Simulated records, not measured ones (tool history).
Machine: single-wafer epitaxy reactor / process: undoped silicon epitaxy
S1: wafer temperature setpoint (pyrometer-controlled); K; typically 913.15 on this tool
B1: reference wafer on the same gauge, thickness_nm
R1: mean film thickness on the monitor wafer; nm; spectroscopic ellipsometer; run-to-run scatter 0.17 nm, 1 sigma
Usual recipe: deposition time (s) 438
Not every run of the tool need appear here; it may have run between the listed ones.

run 1 hour=0 | S1=913.15 deposition_time_(s)=438 | B1=71.467 | R1=63.236
run 2 hour=64.4 | S1=913.15 deposition_time_(s)=438 | B1=71.508 | R1=63.21
run 3 hour=102.2 | S1=916.15 deposition_time_(s)=410 | B1=71.419 | R1=62.684
run 4 hour=141.5 | S1=913.15 deposition_time_(s)=490 | B1=71.42 | R1=70.926
run 5 hour=205.9 | S1=913.15 deposition_time_(s)=490 | B1=71.523 | R1=71
run 6 hour=252.4 | S1=913.15 deposition_time_(s)=438 | B1=71.494 | R1=63.607
run 7 hour=327.2 | S1=913.15 deposition_time_(s)=438 | B1=71.5 | R1=63.103
run 8 hour=371.5 | S1=913.15 deposition_time_(s)=438 | B1=71.447 | R1=63.396
run 9 hour=457.4 | S1=913.15 deposition_time_(s)=438 | B1=71.538 | R1=63.461
run 10 hour=560 | S1=906.15 deposition_time_(s)=438 | B1=71.465 | R1=54.972
-- hour=623.7 gauge calibrated
run 11 hour=679 | S1=906.15 deposition_time_(s)=438 | B1=71.487 | R1=55.016
run 12 hour=756.6 | S1=913.15 deposition_time_(s)=460 | B1=71.503 | R1=66.356
run 13 hour=834.9 | S1=913.15 deposition_time_(s)=438 | B1=71.499 | R1=63.155
run 14 hour=902.7 | S1=913.15 deposition_time_(s)=438 | B1=71.452 | R1=63.275
run 15 hour=950 | S1=913.15 deposition_time_(s)=438 | B1=71.491 | R1=63.145
run 16 hour=1038.2 | S1=913.15 deposition_time_(s)=438 | B1=71.522 | R1=63.024

What will run 17 give?
run 17 hour=1079.9 | S1=902.15 deposition_time_(s)=485 | B1=? | R1=?

{"run 17": {"B1": 71.504, "R1": 55.947}}
Were there no unlogged condition in the tool, this run, its random variation unchanged, would have produced R1 55.947 nm.
